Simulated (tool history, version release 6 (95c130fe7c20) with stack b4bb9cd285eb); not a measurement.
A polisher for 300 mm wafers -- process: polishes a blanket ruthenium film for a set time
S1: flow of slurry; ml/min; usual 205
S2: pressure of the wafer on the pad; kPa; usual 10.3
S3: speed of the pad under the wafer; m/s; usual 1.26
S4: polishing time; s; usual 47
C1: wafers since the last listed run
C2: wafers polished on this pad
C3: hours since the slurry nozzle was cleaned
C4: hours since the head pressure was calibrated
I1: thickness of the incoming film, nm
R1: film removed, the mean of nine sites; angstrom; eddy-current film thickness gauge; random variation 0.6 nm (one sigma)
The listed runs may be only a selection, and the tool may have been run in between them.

run	day	S1	S2	S3	S4	C1	C2	C3	C4	I1	R1
1	0.000	205	10.3	1.26	47	0	1401	193.1	456.8	346.4	422
2	4.471	205	10.3	1.26	47	1250	2651	300.4	564.1	344.4	417
3	8.571	205	10.3	1.26	47	1146	3797	398.8	662.5	336.4	413
# day 9.617: slurry nozzle cleaned
# day 11.171: worn pad replaced by a new one
4	12.442	205	10.3	1.26	47	1024	355	67.8	755.4	344.3	406
5	15.300	205	10.3	1.26	43	799	1154	136.4	824.0	340.8	383
# day 21.750: head pressure recalibrated
# day 24.175: worn pad replaced by a new one
# day 26.946: slurry nozzle cleaned
6	27.829	205	11.7	1.26	47	3421	1010	21.2	145.9	335.7	476
7	30.125	150	11.7	1.26	47	641	1652	76.3	201.0	341.7	443
8	31.767	150	11.7	1.26	47	459	2111	115.7	240.4	338.8	444
# day 38.842: worn pad replaced by a new one
# day 42.546: slurry nozzle cleaned
9	45.238	205	10.3	1.02	47	3708	1777	64.6	563.7	340.2	343
10	48.800	205	10.3	1.26	47	996	2773	150.1	649.2	344.0	424
11	51.958	170	10.3	1.26	47	883	3656	225.9	725.0	337.2	410
# day 54.000: worn pad replaced by a new one
12	55.558	205	10.3	1.26	54	959	436	312.3	811.4	342.6	477
13	57.317	205	9.0	0.94	47	491	927	354.5	853.6	339.3	292
14	59.846	230	10.3	1.26	47	707	1634	415.2	914.3	341.7	431
# day 60.425: slurry nozzle cleaned
15	63.746	205	10.3	1.26	47	1078	2713	79.7	1007.9	339.6	430
# day 64.829: head pressure recalibrated
16	67.483	235	6.9	1.14	60	1021	3735	169.4	63.7	341.5	355
# day 68.983: worn pad replaced by a new one
17	69.483	145	11.7	0.94	47	512	140	217.4	111.7	338.3	350
18	71.650	205	7.6	1.66	33	605	745	269.4	163.7	340.2	292

Run-by-run hidden state of the tool:
removal rate lost through wear of the pad, %: 0 on each run
slurry flow missing at the pad, %: 0 on each run
deviation of the head's pressure from its setpoint, %: 0 on each run
